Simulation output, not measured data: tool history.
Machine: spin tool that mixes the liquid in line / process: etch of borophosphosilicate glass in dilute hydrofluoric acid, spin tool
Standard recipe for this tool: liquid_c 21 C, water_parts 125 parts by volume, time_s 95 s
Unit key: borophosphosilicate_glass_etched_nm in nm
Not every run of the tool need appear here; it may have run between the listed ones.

| run | day | liquid_c | water_parts | time_s | read-back film thickness of the borophosphosilicate glass reference wafer, read on the same gauge (nm) | borophosphosilicate_glass_etched_nm |
|---|---|---|---|---|---|---|
| 1 | 0 | 21 | 125 | 95 | 140.01 | 33.52 |
| 2 | 0.417 | 21 | 105 | 95 | 139.98 | 40.8 |
| 3 | 0.838 | 21 | 125 | 95 | 140.02 | 33.52 |
| 4 | 1.554 | 21 | 125 | 95 | 140 | 33.34 |
| 5 | 2.092 | 21 | 125 | 95 | 140.01 | 33.44 |
|  | 2.358 | gauge calibrated |
| 6 | 2.775 | 21 | 125 | 95 | 140 | 33.54 |
| 7 | 3.321 | 21 | 125 | 95 | 140.02 | 32.99 |
| 8 | 3.75 | 25 | 125 | 95 | 139.99 | 38.96 |
| 9 | 4.483 | 25 | 125 | 95 | 140 | 39.12 |
|  | 5.05 | hydrofluoric acid flow meter replaced |
| 10 | 5.117 | 21 | 125 | 95 | 140.03 | 33.31 |
| 11 | 5.85 | 21 | 125 | 95 | 140.01 | 33.36 |
| 12 | 6.533 | 21 | 125 | 95 | 139.97 | 33.15 |
| 13 | 6.946 | 21 | 125 | 95 | 140 | 32.89 |
| 14 | 7.446 | 21 | 125 | 135 | 140 | 47.15 |
| 15 | 7.975 | 21 | 125 | 95 | 140.02 | 33.13 |
| 16 | 8.288 | 17.5 | 75 | 50 | 140 | 26.32 |
| 17 | 8.7 | 21 | 125 | 140 | 139.99 | 48.49 |

Predict the results of run 18:
| 18 | 9.362 | 21 | 125 | 95 | ? | ? |

{"run 18": {"read-back film thickness of the borophosphosilicate glass reference wafer, read on the same gauge (nm)": 140.01, "borophosphosilicate_glass_etched_nm": 33.07}}
If the tool had no hidden condition, the same run with the same run-to-run variation would have returned borophosphosilicate_glass_etched_nm 37.04 nm.
